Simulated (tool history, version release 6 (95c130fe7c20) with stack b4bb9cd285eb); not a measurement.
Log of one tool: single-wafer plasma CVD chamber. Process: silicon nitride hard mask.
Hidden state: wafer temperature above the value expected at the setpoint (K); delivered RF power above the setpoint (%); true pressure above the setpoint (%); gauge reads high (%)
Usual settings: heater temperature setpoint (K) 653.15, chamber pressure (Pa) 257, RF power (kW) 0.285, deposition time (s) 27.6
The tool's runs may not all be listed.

run,hour,heater temperature setpoint (K),chamber pressure (Pa),RF power (kW),deposition time (s),wafers since the last listed run,hours since the last thermocouple change,hours since the last RF generator calibration,hours since the last manometer calibration,hours since the showerhead was replaced,hours since the gauge calibration,"read-back reference wafer on the same gauge, thickness_nm",mean film thickness on the monitor wafer (angstrom)
1,0,653.15,216,0.285,27.6,0,2232.7,2302.9,2275.6,5844.9,200.7,37.603,300.03
2,33.9,653.15,216,0.285,27.6,521,2266.6,2336.8,2309.5,5878.8,234.6,37.602,299.83
3,97.3,653.15,216,0.285,27.6,975,2330,2400.2,2372.9,5942.2,298,37.578,298.68
4,153,641.15,257,0.285,27.6,857,2385.7,2455.9,2428.6,5997.9,353.7,37.6,318.52
5,212.6,641.15,257,0.285,27.6,917,2445.3,2515.5,2488.2,6057.5,413.3,37.573,317.52
6,266.5,641.15,257,0.285,27.6,829,2499.2,2569.4,2542.1,6111.4,467.2,37.594,317.6
# hour 318.8: showerhead replaced
7,321.3,653.15,257,0.285,27.6,720,2554,2624.2,2596.9,2.5,522,37.625,315.12
# hour 386.9: capacitance manometer re-zeroed and calibrated
# hour 406: thermocouple changed; heater temperature recalibrated
8,406.5,653.15,257,0.285,27.6,1065,0.5,2709.4,19.6,87.7,607.2,37.6,314.49
# hour 411.5: gauge calibrated
9,436,653.15,257,0.285,33,454,30,2738.9,49.1,117.2,24.5,37.603,376.36
10,483.8,644.15,257,0.285,30.2,735,77.8,2786.7,96.9,165,72.3,37.6,342.52
# hour 493.4: RF generator calibrated
11,552.3,653.15,321,0.32,27.6,931,146.3,58.9,165.4,233.5,140.8,37.591,373.84
12,590.6,653.15,216,0.285,27.6,589,184.6,97.2,203.7,271.8,179.1,37.586,308.16
13,632.9,639.15,292,0.255,24.2,651,226.9,139.5,246,314.1,221.4,37.616,283.41
14,695.2,653.15,257,0.285,30.2,959,289.2,201.8,308.3,376.4,283.7,37.606,359.31

Forecast each of these 4 alternatives for the next run:
A,695.6,653.15,224,0.285,27.6,6,289.6,202.2,308.7,376.8,284.1,?,?
B,695.6,653.15,257,0.285,30.5,6,289.6,202.2,308.7,376.8,284.1,?,?
C,695.6,663.15,237,0.25,22.8,6,289.6,202.2,308.7,376.8,284.1,?,?
D,695.6,653.15,221,0.285,27.6,6,289.6,202.2,308.7,376.8,284.1,?,?

run,"read-back reference wafer on the same gauge, thickness_nm",mean film thickness on the monitor wafer (angstrom)
A,37.605,314.93
B,37.605,364.96
C,37.605,246.09
D,37.605,313.56
Without the tool's hidden state the same runs would have given:
run,mean film thickness on the monitor wafer (angstrom)
A,316.17
B,366.39
C,247.1
D,314.8

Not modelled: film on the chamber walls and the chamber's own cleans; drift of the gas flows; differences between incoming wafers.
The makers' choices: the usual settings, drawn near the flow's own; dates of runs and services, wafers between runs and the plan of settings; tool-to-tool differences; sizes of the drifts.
